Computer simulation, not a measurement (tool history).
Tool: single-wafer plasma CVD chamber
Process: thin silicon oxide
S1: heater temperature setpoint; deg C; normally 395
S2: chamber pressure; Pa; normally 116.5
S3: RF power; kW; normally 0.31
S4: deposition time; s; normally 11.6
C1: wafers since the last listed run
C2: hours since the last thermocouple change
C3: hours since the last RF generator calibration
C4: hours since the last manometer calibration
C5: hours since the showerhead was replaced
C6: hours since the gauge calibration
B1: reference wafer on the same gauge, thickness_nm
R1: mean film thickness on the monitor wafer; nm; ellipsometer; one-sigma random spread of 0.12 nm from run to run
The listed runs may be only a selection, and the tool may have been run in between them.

run	day	S1	S2	S3	S4	C1	C2	C3	C4	C5	C6	B1	R1
1	0	395	116.5	0.31	11.6	0	393.6	1047.8	128.9	6216.3	1435.2	28.024	24.12
2	2.542	395	116.5	0.31	11.6	1132	454.6	1108.8	189.9	6277.3	1496.2	28.011	23.97
3	4.858	395	116.5	0.31	11.6	1032	510.2	1164.4	245.5	6332.9	1551.8	28.004	23.979
4	7.638	395	116.5	0.31	11.6	1238	576.9	1231.1	312.2	6399.6	1618.5	28.016	23.708
5	9.779	395	116.5	0.31	11.6	954	628.3	1282.5	363.6	6451	1669.9	28.02	23.723
6	12.854	395	116.5	0.31	11.6	1370	702.1	1356.3	437.4	6524.8	1743.7	28.034	23.385
7	15.65	395	116.5	0.31	10.3	1246	769.2	1423.4	504.5	6591.9	1810.8	28.021	20.698
8	18.888	395	116.5	0.31	11.6	1443	846.9	1501.1	582.2	6669.6	1888.5	28.02	23.308
9	23.033	395	116.5	0.31	11.6	1847	946.4	1600.6	681.7	6769.1	1988	28.027	23.131
10	26.879	395	116.5	0.31	11.6	1714	1038.7	1692.9	774	6861.4	2080.3	28.033	23.298
# day 30.796: showerhead replaced
11	31.133	395	116.5	0.31	12.6	1747	1140.8	1795	876.1	8.1	2182.4	28.007	25.075
12	33.346	395	92.4	0.35	10.4	986	1193.9	1848.1	929.2	61.2	2235.5	27.99	16.499
# day 34.108: gauge calibrated
# day 35.629: thermocouple changed; heater temperature recalibrated
13	36.417	395	143.5	0.31	11.6	1220	18.9	1921.8	1002.9	134.9	55.4	27.956	27.618
# day 38.817: capacitance manometer re-zeroed and calibrated
14	40.017	395	93.3	0.25	10.9	1456	105.3	2008.2	28.8	221.3	141.8	28.017	15.902
15	43.708	395	100.1	0.31	11.6	1645	193.9	2096.8	117.4	309.9	230.4	28.024	20.259
16	46.275	395	102.5	0.28	11.6	1144	255.5	2158.4	179	371.5	292	28.047	19.453

For run 17, what comes out?
# day 49.592: RF generator calibrated
17	50.033	395	116.5	0.29	11.6	1526	345.7	10.6	269.2	461.7	382.2	?	?

Logged for run 17: B1 28.007, R1 23.109 nm.
Were there no unlogged condition in the tool, this run, its random variation unchanged, would have produced R1 23.766 nm.

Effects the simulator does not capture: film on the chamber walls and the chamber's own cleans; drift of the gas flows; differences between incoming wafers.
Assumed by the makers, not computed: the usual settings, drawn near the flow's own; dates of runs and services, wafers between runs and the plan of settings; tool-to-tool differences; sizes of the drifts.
